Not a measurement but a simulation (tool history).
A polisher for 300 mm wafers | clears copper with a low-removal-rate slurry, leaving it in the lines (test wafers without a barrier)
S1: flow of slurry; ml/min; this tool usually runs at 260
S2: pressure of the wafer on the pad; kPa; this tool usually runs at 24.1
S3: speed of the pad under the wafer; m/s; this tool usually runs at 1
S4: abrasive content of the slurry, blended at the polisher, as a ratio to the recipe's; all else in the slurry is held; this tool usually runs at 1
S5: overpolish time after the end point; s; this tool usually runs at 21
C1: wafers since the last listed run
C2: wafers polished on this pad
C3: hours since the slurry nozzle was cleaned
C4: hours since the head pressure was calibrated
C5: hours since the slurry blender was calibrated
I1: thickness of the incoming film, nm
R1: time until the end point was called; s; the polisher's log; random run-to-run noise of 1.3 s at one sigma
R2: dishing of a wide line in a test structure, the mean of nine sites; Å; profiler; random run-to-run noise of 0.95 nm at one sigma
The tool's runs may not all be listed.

| run | hour | S1 | S2 | S3 | S4 | S5 | C1 | C2 | C3 | C4 | C5 | I1 | R1 | R2 |
|---|---|---|---|---|---|---|---|---|---|---|---|---|---|---|
| 1 | 0 | 260 | 24.1 | 1 | 1 | 21 | 0 | 1109 | 436.4 | 16.6 | 389.2 | 378.2 | 126.2 | 406 |
|  | 17.1 | slurry blender recalibrated |
| 2 | 59.1 | 260 | 24.1 | 1 | 1 | 21 | 308 | 1417 | 495.5 | 75.7 | 42 | 379 | 129.2 | 423 |
|  | 80.7 | worn pad replaced by a new one |
| 3 | 97 | 260 | 24.1 | 1 | 1 | 21 | 182 | 88 | 533.4 | 113.6 | 79.9 | 386.8 | 132.3 | 415 |
| 4 | 151 | 260 | 24.1 | 1 | 1 | 21 | 291 | 379 | 587.4 | 167.6 | 133.9 | 389.9 | 133.7 | 413 |
| 5 | 193.6 | 260 | 24.1 | 1 | 1 | 21 | 229 | 609 | 630 | 210.2 | 176.5 | 385.3 | 134.2 | 405 |
| 6 | 253.4 | 260 | 24.1 | 1 | 1 | 21 | 322 | 932 | 689.8 | 270 | 236.3 | 383.2 | 133.6 | 414 |
|  | 270.4 | slurry nozzle cleaned |
| 7 | 303.3 | 260 | 24.1 | 1 | 1 | 21 | 263 | 1196 | 32.9 | 319.9 | 286.2 | 383.7 | 131.2 | 401 |
|  | 323.3 | slurry blender recalibrated |
|  | 347.2 | worn pad replaced by a new one |
| 8 | 360.4 | 260 | 24.1 | 1.18 | 1 | 21 | 275 | 71 | 90 | 377 | 37.1 | 383.5 | 113.4 | 460 |
| 9 | 389.5 | 260 | 26.2 | 1 | 1 | 21 | 157 | 228 | 119.1 | 406.1 | 66.2 | 383.7 | 127.7 | 419 |
| 10 | 441 | 195 | 24.1 | 1 | 1 | 21 | 277 | 506 | 170.6 | 457.6 | 117.7 | 386.4 | 142.4 | 378 |
|  | 472.3 | head pressure recalibrated |
| 11 | 507.7 | 195 | 24.1 | 1 | 1 | 21 | 349 | 855 | 237.3 | 35.4 | 184.4 | 378.4 | 131.8 | 406 |
| 12 | 570.2 | 195 | 24.1 | 1 | 1 | 21 | 337 | 1193 | 299.8 | 97.9 | 246.9 | 383.8 | 133.6 | 394 |
| 13 | 604.9 | 260 | 24.1 | 1 | 1 | 21 | 187 | 1380 | 334.5 | 132.6 | 281.6 | 389.1 | 133.2 | 408 |
|  | 665.6 | worn pad replaced by a new one, of another model than before |
| 14 | 669.1 | 190 | 29.6 | 1 | 1 | 21 | 324 | 19 | 398.7 | 196.8 | 345.8 | 383.9 | 115.1 | 459 |
|  | 689.8 | slurry blender recalibrated |
| 15 | 702.1 | 260 | 20 | 0.78 | 1 | 27 | 167 | 186 | 431.7 | 229.8 | 12.3 | 386.6 | 182.2 | 387 |
| 16 | 729.2 | 260 | 24.1 | 1 | 1.15 | 16 | 146 | 332 | 458.8 | 256.9 | 39.4 | 384 | 131.1 | 322 |
| 17 | 764.5 | 340 | 17.9 | 1.24 | 0.75 | 21 | 190 | 523 | 494.1 | 292.2 | 74.7 | 383.9 | 159.2 | 346 |
| 18 | 811.3 | 295 | 24.1 | 1 | 1.15 | 21 | 252 | 775 | 540.9 | 339 | 121.5 | 389.8 | 131.8 | 416 |
| 19 | 862.5 | 260 | 18.6 | 1 | 1 | 21 | 276 | 1052 | 592.1 | 390.2 | 172.7 | 387.8 | 174 | 319 |
|  | 887.1 | slurry nozzle cleaned |
| 20 | 917.5 | 260 | 24.1 | 1 | 0.9 | 21 | 291 | 1343 | 30.4 | 445.2 | 227.7 | 383.1 | 137.3 | 387 |
|  | 958.4 | worn pad replaced by a new one |
|  | 975.8 | head pressure recalibrated |
| 21 | 976.5 | 260 | 24.1 | 0.82 | 1 | 15 | 286 | 86 | 89.4 | 0.7 | 286.7 | 381.4 | 142.5 | 279 |
| 22 | 1003.6 | 260 | 24.1 | 1 | 1 | 21 | 146 | 232 | 116.5 | 27.8 | 313.8 | 391.5 | 132.1 | 414 |
| 23 | 1027.8 | 260 | 24.1 | 1 | 1 | 21 | 130 | 363 | 140.7 | 52 | 338 | 390.6 | 129.8 | 428 |
|  | 1085.3 | slurry blender recalibrated |
| 24 | 1090.1 | 300 | 24.1 | 1 | 1.2 | 21 | 325 | 689 | 203 | 114.3 | 4.8 | 386 | 127.2 | 422 |
| 25 | 1148.2 | 260 | 21.4 | 1 | 1 | 21 | 313 | 1002 | 261.1 | 172.4 | 62.9 | 379.9 | 150.4 | 370 |
| 26 | 1198 | 260 | 24.1 | 1 | 1 | 34 | 268 | 1271 | 310.9 | 222.2 | 112.7 | 384.7 | 132.9 | 570 |
| 27 | 1248.2 | 260 | 24.1 | 1 | 1 | 21 | 270 | 1542 | 361.1 | 272.4 | 162.9 | 389 | 137.7 | 399 |

Forecast each of these 5 alternatives for the next run:
| A | 1248.7 | 260 | 24.1 | 0.8 | 1 | 21 | 2 | 1545 | 361.6 | 272.9 | 163.4 | 384.6 | ? | ? |
| B | 1248.7 | 260 | 24.1 | 1.12 | 0.85 | 25 | 2 | 1545 | 361.6 | 272.9 | 163.4 | 384.6 | ? | ? |
| C | 1248.7 | 260 | 24.1 | 1 | 1 | 29 | 2 | 1545 | 361.6 | 272.9 | 163.4 | 384.6 | ? | ? |
| D | 1248.7 | 185 | 24.1 | 0.78 | 1 | 21 | 2 | 1545 | 361.6 | 272.9 | 163.4 | 384.6 | ? | ? |
| E | 1248.7 | 260 | 16.5 | 1.14 | 1.1 | 21 | 2 | 1545 | 361.6 | 272.9 | 163.4 | 384.6 | ? | ? |

| run | R1 | R2 |
|---|---|---|
| A | 153 | 370 |
| B | 130.4 | 495 |
| C | 135.3 | 544 |
| D | 164.6 | 347 |
| E | 175.2 | 323 |
Without the tool's unlogged condition, the same runs would have read:
| run | R1 | R2 |
|---|---|---|
| A | 145.4 | 388 |
| B | 123.9 | 519 |
| C | 128.6 | 569 |
| D | 156.4 | 364 |
| E | 166.5 | 339 |
